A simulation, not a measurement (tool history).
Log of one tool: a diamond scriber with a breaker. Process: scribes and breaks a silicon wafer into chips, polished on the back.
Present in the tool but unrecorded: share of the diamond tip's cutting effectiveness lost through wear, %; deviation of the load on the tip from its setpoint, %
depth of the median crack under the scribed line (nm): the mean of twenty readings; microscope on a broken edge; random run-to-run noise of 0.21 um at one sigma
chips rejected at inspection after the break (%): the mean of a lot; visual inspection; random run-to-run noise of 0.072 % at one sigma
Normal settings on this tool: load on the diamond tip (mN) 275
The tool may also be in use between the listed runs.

run	hour	load on the diamond tip (mN)	wafers since the last listed run	hours since the diamond tip was replaced	hours since the load on the tip was calibrated	incoming depth of the damage left on the back of the incoming wafer, um	depth of the median crack under the scribed line (nm)	chips rejected at inspection after the break (%)
1	0	275	0	563.2	1417.1	0.05	12160	1.53
2	31.8	275	54	595	1448.9	0.04	12290	1.58
3	57.5	275	44	620.7	1474.6	0.04	12340	1.4
4	92.1	275	59	655.3	1509.2	0.04	12290	1.68
5	146.3	275	93	709.5	1563.4	0.03	12110	1.86
6	165	275	32	728.2	1582.1	0.05	12050	1.58
7	183.5	275	31	746.7	1600.6	0.02	11910	1.63
8	207.6	275	41	770.8	1624.7	0.02	12050	1.62
9	238.5	275	53	801.7	1655.6	0.04	12210	1.7
10	263	275	42	826.2	1680.1	0.05	12440	1.91
11	275.9	275	22	839.1	1693	0.01	11970	1.79
12	293.1	338	29	856.3	1710.2	0.05	14160	1.95
13	306.9	338	23	870.1	1724	0.03	14210	2.14
14	334.7	338	47	897.9	1751.8	0.02	13720	2.01
15	366.1	249	54	929.3	1783.2	0.03	10610	4.4
16	394.9	251	49	958.1	1812	0.02	10910	4.19
17	427.4	251	55	990.6	1844.5	0.01	11160	4.13
# hour 433.5: load on the tip recalibrated
18	440.8	251	19	1004	7.3	0.02	9800	7.78
# hour 464.2: diamond tip replaced by a new one
19	471.8	339	49	7.6	38.3	0.01	12970	1.13
20	499.3	348	47	35.1	65.8	0.01	13160	1.2
21	518.7	337	33	54.5	85.2	0.02	12940	1.18
22	552.6	352	58	88.4	119.1	0.03	13070	1.25
23	577	275	42	112.8	143.5	0.01	11150	4.8
24	601	217	41	136.8	167.5	0.02	8980	15.91
25	630.8	317	51	166.6	197.3	0.05	12340	1.63
26	646	227	26	181.8	212.5	0.03	9420	13.99
27	680.6	247	59	216.4	247.1	0.04	9540	9.01
# hour 714.1: load on the tip recalibrated, repeated, since the last time left the tool worse
28	755.4	275	125	291.2	41.3	0.01	12840	0.98
29	780.1	350	42	315.9	66	0.02	15680	5.02
30	797.1	202	29	332.9	83	0.03	9390	8.6
31	810.9	216	23	346.7	96.8	0.01	10710	6.38
32	831.4	275	35	367.2	117.3	0.01	12900	1.18
33	857.4	321	44	393.2	143.3	0.01	14670	2.94
34	871.7	235	24	407.5	157.6	0.04	11490	3.27
35	896.2	250	42	432	182.1	0.01	11810	1.99
36	924.1	355	48	459.9	210	0.04	16140	5.26
37	959.9	243	61	495.7	245.8	0.02	11710	2.25
38	973.6	317	23	509.4	259.5	0.03	14210	2.46
39	996.1	333	38	531.9	282	0.01	14930	3.25
40	1015.7	301	33	551.5	301.6	0.04	13910	1.62
41	1048.2	334	55	584	334.1	0.03	15200	3.24

Alternative continuations, all from the tool just after run 41; predict every row:
A	1048.9	275	1	584.7	334.8	0.04	?	?
B	1048.9	214	1	584.7	334.8	0.04	?	?
C	1048.9	240	1	584.7	334.8	0.04	?	?
D	1048.9	239	1	584.7	334.8	0.04	?	?

run	depth of the median crack under the scribed line (nm)	chips rejected at inspection after the break (%)
A	12900	1.27
B	10340	7.16
C	11460	3.09
D	11420	3.2
Without the tool's hidden state the same runs would have given:
run	depth of the median crack under the scribed line (nm)	chips rejected at inspection after the break (%)
A	13020	1.26
B	10430	6.7
C	11570	2.83
D	11530	2.93
